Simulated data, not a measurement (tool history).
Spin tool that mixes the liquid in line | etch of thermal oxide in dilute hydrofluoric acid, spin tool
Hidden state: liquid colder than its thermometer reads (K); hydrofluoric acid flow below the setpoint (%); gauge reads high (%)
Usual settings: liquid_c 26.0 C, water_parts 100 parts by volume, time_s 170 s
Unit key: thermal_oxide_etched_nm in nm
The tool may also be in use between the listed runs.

run,hour,liquid_c,water_parts,time_s,wafers since the last listed run,hours since the thermometer was replaced,hours since the hydrofluoric acid flow meter was replaced,hours since the gauge calibration,"read-back film thickness of the thermal oxide reference wafer, read on the same gauge (nm)",thermal_oxide_etched_nm
1,0.0,29.5,100,170,0,2728.4,2102.2,24.1,100.02,10.33
2,8.0,29.5,100,170,41,2736.4,2110.2,32.1,100.00,10.15
3,25.1,26.0,100,170,88,2753.5,2127.3,49.2,100.01,8.96
4,38.4,26.0,100,170,69,2766.8,2140.6,62.5,100.03,8.91
5,51.0,26.0,100,170,65,2779.4,2153.2,75.1,99.97,8.87
6,57.3,26.0,100,170,32,2785.7,2159.5,81.4,100.00,8.92
7,66.6,26.0,100,170,48,2795.0,2168.8,90.7,100.00,8.75
# hour 72.2: hydrofluoric acid flow meter replaced
8,80.6,26.0,100,170,67,2809.0,8.4,104.7,99.98,8.94
# hour 84.6: gauge calibrated
# hour 84.8: thermometer replaced
9,88.0,26.0,125,170,33,3.2,15.8,3.4,100.03,6.91
10,95.8,27.5,70,220,40,11.0,23.6,11.2,100.00,18.09
11,108.6,29.5,100,170,66,23.8,36.4,24.0,99.99,10.20
12,123.5,30.5,65,265,77,38.7,51.3,38.9,100.03,26.39
13,141.1,26.0,55,170,91,56.3,68.9,56.5,100.00,17.32
14,150.2,22.0,65,215,47,65.4,78.0,65.6,100.01,15.44
15,165.0,26.0,125,260,76,80.2,92.8,80.4,100.01,10.53
16,174.7,26.0,100,235,50,89.9,102.5,90.1,100.02,12.22

Alternative continuations, all from the tool just after run 16; predict every row:
A,175.2,26.0,100,170,2,90.4,103.0,90.6,?,?
B,175.2,28.5,115,110,2,90.4,103.0,90.6,?,?
C,175.2,26.0,80,205,2,90.4,103.0,90.6,?,?
D,175.2,21.5,115,200,2,90.4,103.0,90.6,?,?
E,175.2,22.0,100,245,2,90.4,103.0,90.6,?,?

run,"read-back film thickness of the thermal oxide reference wafer, read on the same gauge (nm)",thermal_oxide_etched_nm
A,99.98,8.92
B,99.98,5.42
C,99.98,13.80
D,99.98,7.50
E,99.98,10.97
Had the tool no hidden state, the same runs would have come out as:
run,thermal_oxide_etched_nm
A,8.92
B,5.42
C,13.80
D,7.50
E,10.97

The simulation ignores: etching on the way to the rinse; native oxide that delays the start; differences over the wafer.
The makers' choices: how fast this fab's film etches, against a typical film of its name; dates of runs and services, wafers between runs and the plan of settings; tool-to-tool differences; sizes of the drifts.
